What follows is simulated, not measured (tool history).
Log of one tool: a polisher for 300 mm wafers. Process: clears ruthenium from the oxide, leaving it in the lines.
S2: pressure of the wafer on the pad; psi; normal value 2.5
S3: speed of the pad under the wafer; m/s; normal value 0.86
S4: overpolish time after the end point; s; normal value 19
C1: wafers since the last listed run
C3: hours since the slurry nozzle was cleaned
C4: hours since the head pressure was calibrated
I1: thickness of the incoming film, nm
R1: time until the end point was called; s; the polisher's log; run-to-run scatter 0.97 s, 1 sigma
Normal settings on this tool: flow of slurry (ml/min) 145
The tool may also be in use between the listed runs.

run 1 hour=0.0 | flow_of_slurry_(ml/min)=145 S2=3.0 S3=0.86 S4=19 | C1=0 wafers_polished_on_this_pad=326 C3=602.5 C4=322.0 | I1=115.6 | R1=83.2
run 2 hour=68.0 | flow_of_slurry_(ml/min)=145 S2=2.5 S3=0.86 S4=19 | C1=323 wafers_polished_on_this_pad=650 C3=670.5 C4=390.0 | I1=115.7 | R1=99.8
-- hour=87.2 slurry nozzle cleaned
-- hour=91.9 head pressure recalibrated
run 3 hour=111.7 | flow_of_slurry_(ml/min)=145 S2=2.5 S3=0.86 S4=19 | C1=193 wafers_polished_on_this_pad=843 C3=24.5 C4=19.8 | I1=116.5 | R1=96.9
run 4 hour=180.8 | flow_of_slurry_(ml/min)=145 S2=2.5 S3=0.86 S4=19 | C1=328 wafers_polished_on_this_pad=1172 C3=93.6 C4=88.9 | I1=114.3 | R1=95.9
run 5 hour=225.5 | flow_of_slurry_(ml/min)=130 S2=2.5 S3=0.86 S4=19 | C1=212 wafers_polished_on_this_pad=1385 C3=138.3 C4=133.6 | I1=115.1 | R1=98.4
run 6 hour=270.8 | flow_of_slurry_(ml/min)=145 S2=2.5 S3=0.86 S4=19 | C1=215 wafers_polished_on_this_pad=1601 C3=183.6 C4=178.9 | I1=116.3 | R1=101.7
run 7 hour=316.0 | flow_of_slurry_(ml/min)=145 S2=2.5 S3=0.86 S4=19 | C1=215 wafers_polished_on_this_pad=1816 C3=228.8 C4=224.1 | I1=116.5 | R1=100.7
run 8 hour=341.3 | flow_of_slurry_(ml/min)=145 S2=2.5 S3=0.86 S4=19 | C1=120 wafers_polished_on_this_pad=1936 C3=254.1 C4=249.4 | I1=115.8 | R1=101.0
-- hour=346.9 worn pad replaced by a new one
run 9 hour=400.7 | flow_of_slurry_(ml/min)=145 S2=2.5 S3=0.86 S4=19 | C1=263 wafers_polished_on_this_pad=256 C3=313.5 C4=308.8 | I1=117.5 | R1=96.2
run 10 hour=438.8 | flow_of_slurry_(ml/min)=145 S2=2.5 S3=0.86 S4=19 | C1=181 wafers_polished_on_this_pad=437 C3=351.6 C4=346.9 | I1=116.1 | R1=95.9
run 11 hour=501.2 | flow_of_slurry_(ml/min)=145 S2=2.5 S3=0.86 S4=19 | C1=297 wafers_polished_on_this_pad=734 C3=414.0 C4=409.3 | I1=114.6 | R1=97.0
-- hour=522.4 head pressure recalibrated
run 12 hour=544.6 | flow_of_slurry_(ml/min)=145 S2=2.5 S3=0.86 S4=19 | C1=197 wafers_polished_on_this_pad=931 C3=457.4 C4=22.2 | I1=117.6 | R1=99.9
run 13 hour=679.3 | flow_of_slurry_(ml/min)=145 S2=2.5 S3=0.86 S4=19 | C1=641 wafers_polished_on_this_pad=1572 C3=592.1 C4=156.9 | I1=116.3 | R1=104.6
run 14 hour=729.2 | flow_of_slurry_(ml/min)=145 S2=2.5 S3=0.86 S4=14 | C1=237 wafers_polished_on_this_pad=1810 C3=642.0 C4=206.8 | I1=115.5 | R1=104.5
-- hour=734.3 worn pad replaced by a new one
run 15 hour=774.2 | flow_of_slurry_(ml/min)=125 S2=2.5 S3=0.86 S4=19 | C1=195 wafers_polished_on_this_pad=189 C3=687.0 C4=251.8 | I1=113.5 | R1=100.6
-- hour=779.6 slurry nozzle cleaned
run 16 hour=826.9 | flow_of_slurry_(ml/min)=145 S2=1.9 S3=1.14 S4=22 | C1=246 wafers_polished_on_this_pad=435 C3=47.3 C4=304.5 | I1=114.9 | R1=100.8
run 17 hour=887.4 | flow_of_slurry_(ml/min)=120 S2=2.5 S3=0.56 S4=19 | C1=287 wafers_polished_on_this_pad=723 C3=107.8 C4=365.0 | I1=114.6 | R1=128.9
run 18 hour=943.1 | flow_of_slurry_(ml/min)=145 S2=2.5 S3=0.86 S4=19 | C1=265 wafers_polished_on_this_pad=989 C3=163.5 C4=420.7 | I1=115.7 | R1=95.4
-- hour=955.2 head pressure recalibrated
run 19 hour=988.3 | flow_of_slurry_(ml/min)=110 S2=2.9 S3=0.86 S4=19 | C1=205 wafers_polished_on_this_pad=1194 C3=208.7 C4=33.1 | I1=116.4 | R1=88.2
run 20 hour=1045.6 | flow_of_slurry_(ml/min)=170 S2=2.2 S3=0.64 S4=29 | C1=272 wafers_polished_on_this_pad=1467 C3=266.0 C4=90.4 | I1=116.5 | R1=134.1
run 21 hour=1105.0 | flow_of_slurry_(ml/min)=120 S2=2.5 S3=0.56 S4=19 | C1=282 wafers_polished_on_this_pad=1750 C3=325.4 C4=149.8 | I1=114.3 | R1=133.5
run 22 hour=1163.6 | flow_of_slurry_(ml/min)=115 S2=2.0 S3=0.86 S4=9 | C1=278 wafers_polished_on_this_pad=2029 C3=384.0 C4=208.4 | I1=115.8 | R1=136.5
-- hour=1174.0 worn pad replaced by a new one
run 23 hour=1197.7 | flow_of_slurry_(ml/min)=145 S2=2.5 S3=0.86 S4=19 | C1=143 wafers_polished_on_this_pad=112 C3=418.1 C4=242.5 | I1=114.5 | R1=93.4
run 24 hour=1238.6 | flow_of_slurry_(ml/min)=110 S2=2.5 S3=0.86 S4=19 | C1=194 wafers_polished_on_this_pad=307 C3=459.0 C4=283.4 | I1=114.8 | R1=102.1
run 25 hour=1294.7 | flow_of_slurry_(ml/min)=145 S2=2.5 S3=0.86 S4=19 | C1=267 wafers_polished_on_this_pad=574 C3=515.1 C4=339.5 | I1=113.8 | R1=99.9
run 26 hour=1332.7 | flow_of_slurry_(ml/min)=145 S2=1.6 S3=0.86 S4=19 | C1=180 wafers_polished_on_this_pad=755 C3=553.1 C4=377.5 | I1=117.2 | R1=158.6
-- hour=1367.8 head pressure recalibrated
run 27 hour=1377.2 | flow_of_slurry_(ml/min)=145 S2=2.5 S3=0.86 S4=19 | C1=202 wafers_polished_on_this_pad=957 C3=597.6 C4=9.4 | I1=117.4 | R1=103.9
run 28 hour=1421.9 | flow_of_slurry_(ml/min)=145 S2=2.5 S3=1.04 S4=19 | C1=212 wafers_polished_on_this_pad=1170 C3=642.3 C4=54.1 | I1=116.6 | R1=91.5
-- hour=1459.4 slurry nozzle cleaned
run 29 hour=1460.3 | flow_of_slurry_(ml/min)=145 S2=2.5 S3=0.86 S4=19 | C1=178 wafers_polished_on_this_pad=1348 C3=0.9 C4=92.5 | I1=114.3 | R1=98.4
run 30 hour=1502.6 | flow_of_slurry_(ml/min)=145 S2=2.1 S3=0.70 S4=14 | C1=201 wafers_polished_on_this_pad=1549 C3=43.2 C4=134.8 | I1=114.0 | R1=133.0
run 31 hour=1548.8 | flow_of_slurry_(ml/min)=145 S2=2.2 S3=1.06 S4=19 | C1=219 wafers_polished_on_this_pad=1769 C3=89.4 C4=181.0 | I1=115.8 | R1=99.0
-- hour=1566.4 worn pad replaced by a new one
run 32 hour=1576.0 | flow_of_slurry_(ml/min)=145 S2=2.5 S3=0.86 S4=9 | C1=110 wafers_polished_on_this_pad=45 C3=116.6 C4=208.2 | I1=113.8 | R1=93.3
run 33 hour=1639.2 | flow_of_slurry_(ml/min)=145 S2=2.5 S3=1.06 S4=11 | C1=300 wafers_polished_on_this_pad=346 C3=179.8 C4=271.4 | I1=114.0 | R1=80.3
run 34 hour=1683.7 | flow_of_slurry_(ml/min)=145 S2=2.5 S3=0.86 S4=19 | C1=211 wafers_polished_on_this_pad=558 C3=224.3 C4=315.9 | I1=113.5 | R1=93.1
run 35 hour=1752.7 | flow_of_slurry_(ml/min)=145 S2=2.5 S3=0.86 S4=19 | C1=328 wafers_polished_on_this_pad=886 C3=293.3 C4=384.9 | I1=113.5 | R1=96.8
run 36 hour=1784.9 | flow_of_slurry_(ml/min)=190 S2=3.1 S3=0.76 S4=22 | C1=153 wafers_polished_on_this_pad=1040 C3=325.5 C4=417.1 | I1=112.9 | R1=80.1
-- hour=1817.1 head pressure recalibrated
run 37 hour=1854.1 | flow_of_slurry_(ml/min)=145 S2=2.5 S3=0.76 S4=19 | C1=319 wafers_polished_on_this_pad=1359 C3=394.7 C4=37.0 | I1=115.0 | R1=106.8

Forecast each of these 3 alternatives for the next run:
run A hour=1854.6 | flow_of_slurry_(ml/min)=145 S2=2.5 S3=0.86 S4=19 | C1=2 wafers_polished_on_this_pad=1362 C3=395.2 C4=37.5 | I1=117.2 | R1=?
run B hour=1854.6 | flow_of_slurry_(ml/min)=165 S2=2.0 S3=0.78 S4=11 | C1=2 wafers_polished_on_this_pad=1362 C3=395.2 C4=37.5 | I1=117.2 | R1=?
run C hour=1854.6 | flow_of_slurry_(ml/min)=160 S2=2.5 S3=0.58 S4=29 | C1=2 wafers_polished_on_this_pad=1362 C3=395.2 C4=37.5 | I1=117.2 | R1=?

run=A R1=102.5
run=B R1=133.5
run=C R1=128.0
With the hidden condition removed and each run's random variation left untouched, the same runs would have given:
run=A R1=94.1
run=B R1=122.8
run=C R1=117.7

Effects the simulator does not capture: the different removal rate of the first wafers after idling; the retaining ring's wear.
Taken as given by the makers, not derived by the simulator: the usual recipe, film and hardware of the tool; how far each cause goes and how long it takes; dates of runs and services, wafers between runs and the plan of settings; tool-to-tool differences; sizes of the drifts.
